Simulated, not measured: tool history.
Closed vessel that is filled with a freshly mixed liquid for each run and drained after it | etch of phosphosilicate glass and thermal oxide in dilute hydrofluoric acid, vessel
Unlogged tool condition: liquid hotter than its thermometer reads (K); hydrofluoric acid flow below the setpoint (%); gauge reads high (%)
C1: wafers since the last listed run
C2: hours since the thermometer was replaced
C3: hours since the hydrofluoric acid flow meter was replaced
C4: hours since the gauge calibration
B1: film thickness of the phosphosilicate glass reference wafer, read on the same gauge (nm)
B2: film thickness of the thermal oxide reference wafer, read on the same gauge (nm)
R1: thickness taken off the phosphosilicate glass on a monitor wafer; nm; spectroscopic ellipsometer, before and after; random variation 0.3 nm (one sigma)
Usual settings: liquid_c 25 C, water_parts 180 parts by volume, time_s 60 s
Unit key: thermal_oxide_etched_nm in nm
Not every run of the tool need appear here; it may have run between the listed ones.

run 1 day=0 | liquid_c=25 water_parts=180 time_s=60 | C1=0 C2=42.4 C3=1624.5 C4=1668.6 | B1=120.02 B2=149.979 | R1=45.8 thermal_oxide_etched_nm=1.411
run 2 day=2.683 | liquid_c=25 water_parts=180 time_s=60 | C1=5122 C2=106.8 C3=1688.9 C4=1733 | B1=120 B2=149.998 | R1=46.11 thermal_oxide_etched_nm=1.462
-- day=3.342 gauge calibrated
run 3 day=5.246 | liquid_c=25 water_parts=180 time_s=60 | C1=4891 C2=168.3 C3=1750.4 C4=45.7 | B1=120.01 B2=149.976 | R1=46.13 thermal_oxide_etched_nm=1.483
run 4 day=7.162 | liquid_c=25 water_parts=180 time_s=60 | C1=3659 C2=214.3 C3=1796.4 C4=91.7 | B1=119.99 B2=149.99 | R1=45.9 thermal_oxide_etched_nm=1.426
run 5 day=9.517 | liquid_c=25 water_parts=180 time_s=60 | C1=4494 C2=270.8 C3=1852.9 C4=148.2 | B1=120.03 B2=149.964 | R1=45.66 thermal_oxide_etched_nm=1.48
run 6 day=11.442 | liquid_c=25 water_parts=180 time_s=60 | C1=3674 C2=317 C3=1899.1 C4=194.4 | B1=120.01 B2=150.026 | R1=45.87 thermal_oxide_etched_nm=1.51
run 7 day=13.45 | liquid_c=25 water_parts=180 time_s=60 | C1=3834 C2=365.2 C3=1947.3 C4=242.6 | B1=119.99 B2=149.96 | R1=45.71 thermal_oxide_etched_nm=1.418
run 8 day=14.967 | liquid_c=25 water_parts=180 time_s=60 | C1=2895 C2=401.6 C3=1983.7 C4=279 | B1=119.99 B2=149.932 | R1=45.54 thermal_oxide_etched_nm=1.441
run 9 day=16.362 | liquid_c=22.5 water_parts=210 time_s=40 | C1=2664 C2=435.1 C3=2017.2 C4=312.5 | B1=119.99 B2=150.026 | R1=23.07 thermal_oxide_etched_nm=0.725
-- day=17.008 hydrofluoric acid flow meter replaced
run 10 day=18.221 | liquid_c=28 water_parts=180 time_s=60 | C1=3468 C2=479.7 C3=29.1 C4=357.1 | B1=119.99 B2=150.008 | R1=51.91 thermal_oxide_etched_nm=1.618
run 11 day=20.446 | liquid_c=21 water_parts=135 time_s=75 | C1=4247 C2=533.1 C3=82.5 C4=410.5 | B1=120.02 B2=150.027 | R1=69.23 thermal_oxide_etched_nm=2.041
run 12 day=21.554 | liquid_c=21.5 water_parts=180 time_s=60 | C1=2115 C2=559.7 C3=109.1 C4=437.1 | B1=120.02 B2=149.947 | R1=39.97 thermal_oxide_etched_nm=1.287
run 13 day=22.671 | liquid_c=23.5 water_parts=110 time_s=60 | C1=2131 C2=586.5 C3=135.9 C4=463.9 | B1=120.01 B2=150.029 | R1=77.33 thermal_oxide_etched_nm=2.37
run 14 day=25.292 | liquid_c=28 water_parts=100 time_s=50 | C1=5003 C2=649.4 C3=198.8 C4=526.8 | B1=120.01 B2=150.043 | R1=85 thermal_oxide_etched_nm=2.621
run 15 day=27.162 | liquid_c=28 water_parts=265 time_s=70 | C1=3571 C2=694.3 C3=243.7 C4=571.7 | B1=120.01 B2=149.959 | R1=37.11 thermal_oxide_etched_nm=1.174
run 16 day=30 | liquid_c=22.5 water_parts=180 time_s=60 | C1=5416 C2=762.4 C3=311.8 C4=639.8 | B1=120.01 B2=149.953 | R1=41.81 thermal_oxide_etched_nm=1.3
run 17 day=31.533 | liquid_c=25 water_parts=180 time_s=60 | C1=2927 C2=799.2 C3=348.6 C4=676.6 | B1=119.98 B2=149.966 | R1=46.26 thermal_oxide_etched_nm=1.453
run 18 day=34.225 | liquid_c=25 water_parts=250 time_s=60 | C1=5138 C2=863.8 C3=413.2 C4=741.2 | B1=120 B2=149.982 | R1=30.56 thermal_oxide_etched_nm=0.964
run 19 day=36.65 | liquid_c=29.5 water_parts=260 time_s=60 | C1=4629 C2=922 C3=471.4 C4=799.4 | B1=119.98 B2=150.054 | R1=34.05 thermal_oxide_etched_nm=1.081
run 20 day=38.312 | liquid_c=22 water_parts=150 time_s=70 | C1=3173 C2=961.9 C3=511.3 C4=839.3 | B1=120.03 B2=149.993 | R1=58.73 thermal_oxide_etched_nm=1.841
run 21 day=39.842 | liquid_c=21.5 water_parts=255 time_s=90 | C1=2919 C2=998.6 C3=548 C4=876 | B1=120 B2=150.031 | R1=39.38 thermal_oxide_etched_nm=1.175
run 22 day=47.9 | liquid_c=25 water_parts=95 time_s=60 | C1=15383 C2=1192 C3=741.4 C4=1069.4 | B1=120.01 B2=150.002 | R1=96.19 thermal_oxide_etched_nm=2.988
run 23 day=49.554 | liquid_c=25 water_parts=180 time_s=60 | C1=3157 C2=1231.7 C3=781.1 C4=1109.1 | B1=120.02 B2=149.996 | R1=46.2 thermal_oxide_etched_nm=1.422
run 24 day=51.804 | liquid_c=25 water_parts=180 time_s=45 | C1=4295 C2=1285.7 C3=835.1 C4=1163.1 | B1=119.99 B2=149.968 | R1=34.34 thermal_oxide_etched_nm=1.078
run 25 day=53.358 | liquid_c=25 water_parts=180 time_s=60 | C1=2966 C2=1323 C3=872.4 C4=1200.4 | B1=120.03 B2=149.978 | R1=45.43 thermal_oxide_etched_nm=1.438
run 26 day=55.996 | liquid_c=23.5 water_parts=140 time_s=45 | C1=5035 C2=1386.3 C3=935.7 C4=1263.7 | B1=120 B2=150.028 | R1=43.97 thermal_oxide_etched_nm=1.467

Run-by-run hidden state of the tool:
liquid hotter than its thermometer reads (K): 0 in every run
hydrofluoric acid flow below the setpoint (%): 0 in every run
gauge reads high (%): 0 in every run
